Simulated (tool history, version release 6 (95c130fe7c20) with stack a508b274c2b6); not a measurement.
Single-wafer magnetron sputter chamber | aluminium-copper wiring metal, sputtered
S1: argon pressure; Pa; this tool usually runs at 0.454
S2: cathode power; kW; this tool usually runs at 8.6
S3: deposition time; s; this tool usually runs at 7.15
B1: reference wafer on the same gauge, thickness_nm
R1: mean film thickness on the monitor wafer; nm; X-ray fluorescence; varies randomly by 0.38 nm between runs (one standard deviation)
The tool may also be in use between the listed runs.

run	hour	S1	S2	S3	B1	R1
1	0	0.454	8.6	7.56	120.986	108.251
# hour 95.3: gauge calibrated
# hour 117.1: sputter target and shields replaced
2	166.6	0.454	8.6	7.15	121.034	102.767
3	257.1	0.454	8.6	6.13	120.951	87.206
4	347.6	0.454	8.6	6.13	120.972	87.08
5	447.2	0.454	8.6	6.13	120.905	86.668
6	516.5	0.454	8.6	7.15	120.931	100.427
7	673	0.418	8.6	7.15	120.932	102.769
8	762.9	0.418	8.6	7.15	121.016	102.514
9	823.3	0.454	8.6	7.15	120.986	99.77
10	912.5	0.576	7.25	7.15	121.019	81.993
11	952.4	0.525	6.75	5.96	121.026	67.085
# hour 996.4: sputter target and shields replaced
12	1023.8	0.52	6.9	7.63	121.048	88.206
13	1084.7	0.356	7.85	7.67	121.051	106.822
14	1185.4	0.572	9.2	7.15	121.093	98.782
15	1274.8	0.454	9.65	7.15	120.934	109.089
16	1355.5	0.354	10.2	7.15	120.991	120.649
17	1462.1	0.454	8.6	6.13	121.131	85.601
18	1505.5	0.454	8.6	7.15	120.973	100.048
# hour 1784.8: magnet pack replaced
19	1785.3	0.454	8.6	7.15	121.028	99.823
20	1851.5	0.545	7.55	7.66	121.145	91.53
# hour 1866.7: sputter target and shields replaced
21	1907.3	0.328	7.9	6.18	121.009	87.576
# hour 1940.9: capacitance manometer re-zeroed and calibrated
22	2184	0.418	8.6	7.15	120.951	104.238
23	2291.5	0.454	8.6	7.84	120.975	112.578
# hour 2308.6: gauge calibrated
24	2388.1	0.454	8.6	7.15	121.007	101.496
25	2522.9	0.368	10.25	8.4	120.858	142.832
# hour 2661.6: sputter target and shields replaced
26	2787.2	0.398	10.5	8.15	121.053	140.658
27	2839.1	0.608	8.6	8.36	121.119	109.426
28	2931.4	0.527	10.1	6.19	120.956	95.226
29	2976.9	0.454	8.6	7.15	120.931	101.365
30	3075.9	0.604	10.1	7.15	120.96	105.27
31	3114	0.454	6.5	7.15	120.966	81.848
32	3212.4	0.351	7.05	8.51	121.074	109.164
33	3290.8	0.616	8	7.15	121.032	87.325

What if the next run were any one of these 5? Each begins from the tool's condition after run 33:
A	3291.2	0.454	10.3	7.15	?	?
B	3291.2	0.454	6.8	7.15	?	?
C	3291.2	0.634	9.55	6.11	?	?
D	3291.2	0.362	8.6	7.71	?	?
E	3291.2	0.542	7.95	7.83	?	?

run	B1	R1
A	121.029	116.204
B	121.029	84.587
C	121.029	84.802
D	121.029	114.493
E	121.029	99.104
Take away the tool's hidden state, keep each run's random variation, and the runs would have read:
run	R1
A	120.907
B	88.011
C	88.955
D	118.601
E	103.536

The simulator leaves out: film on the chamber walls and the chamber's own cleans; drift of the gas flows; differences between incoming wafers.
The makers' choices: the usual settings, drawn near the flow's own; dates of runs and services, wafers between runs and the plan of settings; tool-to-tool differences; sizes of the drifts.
